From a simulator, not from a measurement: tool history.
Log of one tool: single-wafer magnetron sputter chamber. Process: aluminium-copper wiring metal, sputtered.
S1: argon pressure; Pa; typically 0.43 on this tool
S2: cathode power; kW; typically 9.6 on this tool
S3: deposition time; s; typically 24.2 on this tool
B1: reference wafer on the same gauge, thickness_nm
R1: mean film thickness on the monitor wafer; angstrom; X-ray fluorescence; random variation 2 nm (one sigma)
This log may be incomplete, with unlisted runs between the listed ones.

{"run": 1, "hour": 0.0, "S1": 0.43, "S2": 9.6, "S3": 24.2, "B1": 341.275, "R1": 4077.53}
{"run": 2, "hour": 24.5, "S1": 0.43, "S2": 9.6, "S3": 24.2, "B1": 340.788, "R1": 4011.61}
{"run": 3, "hour": 96.2, "S1": 0.317, "S2": 8.75, "S3": 24.2, "B1": 341.064, "R1": 4003.92}
{"run": 4, "hour": 136.9, "S1": 0.317, "S2": 8.75, "S3": 24.2, "B1": 340.769, "R1": 4017.02}
{"run": 5, "hour": 198.2, "S1": 0.317, "S2": 8.75, "S3": 24.2, "B1": 341.092, "R1": 3985.36}
{"hour": 213.0, "done": "sputter target and shields replaced"}
{"run": 6, "hour": 249.7, "S1": 0.43, "S2": 9.6, "S3": 24.2, "B1": 341.154, "R1": 4095.18}
{"run": 7, "hour": 278.1, "S1": 0.43, "S2": 9.6, "S3": 24.2, "B1": 340.911, "R1": 4055.83}
{"hour": 404.6, "done": "magnet pack replaced"}
{"hour": 410.3, "done": "capacitance manometer re-zeroed and calibrated"}
{"run": 8, "hour": 410.8, "S1": 0.43, "S2": 9.6, "S3": 24.2, "B1": 341.194, "R1": 3950.08}
{"hour": 442.6, "done": "sputter target and shields replaced"}
{"run": 9, "hour": 459.4, "S1": 0.43, "S2": 10.45, "S3": 24.2, "B1": 340.968, "R1": 4513.54}
{"run": 10, "hour": 524.5, "S1": 0.43, "S2": 9.6, "S3": 24.2, "B1": 341.04, "R1": 4036.33}
{"run": 11, "hour": 590.2, "S1": 0.43, "S2": 9.6, "S3": 24.2, "B1": 340.838, "R1": 4001.76}
{"run": 12, "hour": 615.7, "S1": 0.43, "S2": 9.6, "S3": 24.2, "B1": 341.021, "R1": 3991.42}
{"hour": 652.2, "done": "gauge calibrated"}
{"hour": 664.7, "done": "sputter target and shields replaced"}
{"run": 13, "hour": 685.0, "S1": 0.43, "S2": 9.6, "S3": 24.2, "B1": 340.938, "R1": 4122.61}
{"run": 14, "hour": 710.0, "S1": 0.497, "S2": 11.9, "S3": 28.9, "B1": 341.02, "R1": 5708.05}
{"run": 15, "hour": 773.3, "S1": 0.596, "S2": 11.45, "S3": 21.9, "B1": 341.119, "R1": 3734.15}
{"run": 16, "hour": 844.1, "S1": 0.502, "S2": 8.9, "S3": 23, "B1": 341.169, "R1": 3286.89}
{"run": 17, "hour": 871.0, "S1": 0.596, "S2": 11.65, "S3": 24.2, "B1": 340.774, "R1": 4161.26}
{"run": 18, "hour": 895.2, "S1": 0.43, "S2": 11.25, "S3": 20.4, "B1": 340.832, "R1": 3905.44}
{"hour": 936.2, "done": "sputter target and shields replaced"}
{"run": 19, "hour": 950.0, "S1": 0.43, "S2": 7.65, "S3": 28.9, "B1": 340.848, "R1": 3984.66}
{"run": 20, "hour": 988.0, "S1": 0.43, "S2": 7.65, "S3": 24.2, "B1": 340.858, "R1": 3261.93}
{"run": 21, "hour": 1035.8, "S1": 0.569, "S2": 9.6, "S3": 24.2, "B1": 341.025, "R1": 3542.47}
{"run": 22, "hour": 1103.7, "S1": 0.306, "S2": 11.1, "S3": 24.2, "B1": 340.89, "R1": 5155.59}
{"run": 23, "hour": 1143.3, "S1": 0.533, "S2": 7.55, "S3": 26.1, "B1": 341.109, "R1": 3045.28}
{"hour": 1204.2, "done": "sputter target and shields replaced"}
{"run": 24, "hour": 1213.5, "S1": 0.43, "S2": 9.6, "S3": 24.2, "B1": 341.069, "R1": 4190.38}

Give the tool's hidden conditions for every run:
true argon pressure above the setpoint (%): 0 at every run
gauge reads high (%): 0 at every run
H1: deposition rate above that of a new target (%)
run=1 H1=-3.29
run=2 H1=-4.07
run=3 H1=-5.38
run=4 H1=-5.74
run=5 H1=-6.03
run=6 H1=-2.95
run=7 H1=-4.1
run=8 H1=-6.3
run=9 H1=-1.3
run=10 H1=-4.05
run=11 H1=-5.29
run=12 H1=-5.55
run=13 H1=-1.44
run=14 H1=-2.7
run=15 H1=-4.6
run=16 H1=-5.53
run=17 H1=-5.72
run=18 H1=-5.84
run=19 H1=-1.07
run=20 H1=-3
run=21 H1=-4.44
run=22 H1=-5.46
run=23 H1=-5.76
run=24 H1=-0.712

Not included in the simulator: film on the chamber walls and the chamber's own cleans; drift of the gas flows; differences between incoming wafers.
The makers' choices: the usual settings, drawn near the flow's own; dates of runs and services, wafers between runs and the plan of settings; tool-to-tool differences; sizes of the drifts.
